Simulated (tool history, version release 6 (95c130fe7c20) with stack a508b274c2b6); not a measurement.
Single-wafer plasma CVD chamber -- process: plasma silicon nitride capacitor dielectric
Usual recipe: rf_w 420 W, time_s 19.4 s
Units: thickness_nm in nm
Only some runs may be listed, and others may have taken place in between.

run,day,rf_w,time_s,wafers since the last listed run,hours since the last RF generator calibration,hours since the showerhead was replaced,hours since the gauge calibration,"read-back reference wafer on the same gauge, thickness_nm",thickness_nm
1,0.000,420,19.4,0,1539.7,5855.6,812.3,23.006,28.215
2,2.333,420,19.4,1954,1595.7,5911.6,868.3,23.012,28.077
3,5.267,420,19.4,2457,1666.1,5982.0,938.7,23.016,28.216
4,6.900,420,21.6,1368,1705.3,6021.2,977.9,22.997,31.089
5,7.938,420,19.4,869,1730.2,6046.1,1002.8,23.001,27.859
6,9.829,420,19.4,1584,1775.6,6091.5,1048.2,23.007,28.000
7,12.467,365,20.8,2209,1838.9,6154.8,1111.5,22.965,28.726
8,14.700,365,20.8,1871,1892.5,6208.4,1165.1,22.984,28.839
9,16.738,365,20.8,1707,1941.4,6257.3,1214.0,23.018,28.878
10,19.425,420,19.4,2251,2005.9,6321.8,1278.5,23.009,28.015
# day 22.179: RF generator calibrated
11,22.200,420,19.4,2045,0.5,6388.4,1345.1,22.995,28.895
12,23.800,420,19.4,1340,38.9,6426.8,1383.5,23.023,28.611
13,25.871,420,19.4,1734,88.6,6476.5,1433.2,22.999,28.577
14,27.846,420,19.4,1654,136.0,6523.9,1480.6,22.994,28.596
15,30.217,420,19.4,1986,192.9,6580.8,1537.5,22.989,28.753
# day 31.946: gauge calibrated
16,32.475,420,19.4,1892,247.1,6635.0,12.7,23.003,28.602
17,33.496,420,19.4,855,271.6,6659.5,37.2,22.999,28.546
18,34.746,420,19.4,1047,301.6,6689.5,67.2,22.994,28.381
19,37.692,475,17.7,2468,372.3,6760.2,137.9,23.051,27.030
20,39.583,420,20.5,1584,417.7,6805.6,183.3,23.002,30.194
21,42.342,390,19.4,2310,483.9,6871.8,249.5,22.987,27.755
22,44.429,420,19.4,1748,534.0,6921.9,299.6,23.016,28.531
23,45.458,350,17.7,862,558.7,6946.6,324.3,23.006,24.481
# day 46.554: showerhead replaced, of another model than before
24,47.412,420,21.7,1357,605.6,20.6,371.2,22.990,31.897
25,49.092,420,19.4,1406,645.9,60.9,411.5,23.038,28.464
26,50.762,420,19.4,1399,686.0,101.0,451.6,22.991,28.242
27,53.379,390,16.9,2192,748.8,163.8,514.4,22.994,23.711
28,55.475,420,19.4,1755,799.1,214.1,564.7,23.012,28.240
29,58.188,420,22.5,2272,864.2,279.2,629.8,22.983,32.711
30,60.008,420,16.9,1525,907.9,322.9,673.5,23.021,24.635
31,62.912,475,22.0,2433,977.6,392.6,743.2,23.004,33.899
32,64.146,380,19.4,1033,1007.2,422.2,772.8,23.029,26.544
33,66.162,460,15.9,1689,1055.6,470.6,821.2,22.976,24.227
34,68.971,365,20.8,2352,1123.0,538.0,888.6,22.988,27.807
35,70.667,365,22.0,1420,1163.7,578.7,929.3,23.004,29.694
36,73.108,500,22.7,2045,1222.3,637.3,987.9,23.010,35.843

What if the next run were any one of these 3? Each begins from the tool's condition after run 36:
A,73.125,420,22.4,13,1222.7,637.7,988.3,?,?
B,73.125,500,21.7,13,1222.7,637.7,988.3,?,?
C,73.125,375,15.8,13,1222.7,637.7,988.3,?,?

run,"read-back reference wafer on the same gauge, thickness_nm",thickness_nm
A,22.990,32.207
B,22.990,33.959
C,22.990,21.377
With no hidden state in the tool, these same runs would have given:
run,thickness_nm
A,32.954
B,34.746
C,21.873
